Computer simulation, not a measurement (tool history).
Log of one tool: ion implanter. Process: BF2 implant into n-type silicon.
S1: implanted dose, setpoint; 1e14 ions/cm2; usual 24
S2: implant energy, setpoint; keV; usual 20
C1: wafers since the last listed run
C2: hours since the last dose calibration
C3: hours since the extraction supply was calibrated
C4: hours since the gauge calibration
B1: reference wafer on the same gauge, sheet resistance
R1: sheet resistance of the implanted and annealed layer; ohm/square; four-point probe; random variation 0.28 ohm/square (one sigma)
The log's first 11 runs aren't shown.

run     day     S1    S2    C1      C2      C3      C4      B1      R1
 12  26.179     24    20  2698   548.4  5127.9  1287.7  203.19  182.18
 13  28.508  20.77    20  1207   604.3  5183.8  1343.6  203.02  183.78
 14    30.1  20.77    20   825   642.5    5222  1381.8  202.98  184.12
 15  32.946  20.77    20  1475   710.8  5290.3  1450.1  202.96  184.43
 16  35.254     24    25  1196   766.2  5345.7  1505.5   203.1  164.27
 17  36.658  27.95  24.5   728   799.9  5379.4  1539.2  202.94   163.8
 18  39.625  26.53    20  1538   871.1  5450.6  1610.4  202.98  180.63
 19  42.362   28.8    26  1419   936.8  5516.3  1676.1  202.98  158.67
 20  45.071     24  15.5  1404  1001.8  5581.3  1741.1  203.03  203.19
     47.321  -- Faraday cup replaced and dose calibrated
 21   47.35   19.3    25  1008     0.7    5636  1795.8  202.96  166.63
 22  50.017  27.93    24  1382    64.7    5700  1859.8  203.03   165.1
 23  51.675  18.03  14.5   859   104.5  5739.8  1899.6  202.96  214.09
 24  53.079     24    17   728   138.2  5773.5  1933.3  202.83  195.36
     55.512  -- extraction supply calibrated
 25    55.7   28.8    26  1186   201.1     4.5  1996.2  202.91  161.51
 26  58.333  18.71  26.5  1365   264.3    67.7  2059.4  203.12  165.22
     58.721  -- gauge calibrated
 27  60.954  18.44    20  1358   327.2   130.6    53.6  203.08  189.65
 28  63.083  26.09    16  1103   378.3   181.7   104.7  202.99  202.85
 29  64.662     24    20   818   416.2   219.6   142.6  203.05  184.86
 30  70.771  18.62  26.5  3167   562.8   366.2   289.2  202.96  165.81
 31  71.892     24  13.5   581   589.7   393.1   316.1  203.04  219.05
 32    73.6     24    20   885   630.7   434.1   357.1  202.93     185

Forecast each of these 3 alternatives for the next run:
  A  73.617  17.86  20   8  631.1  434.5  357.5   ?   ?
  B  73.617   16.9  20   8  631.1  434.5  357.5   ?   ?
  C  73.617  27.11  14   8  631.1  434.5  357.5   ?   ?

run      B1      R1
  A  203.05  189.14
  B  203.05  190.33
  C  203.05  212.46
Without the tool's hidden state the same runs would have given:
run      R1
  A  189.43
  B  190.62
  C  212.75
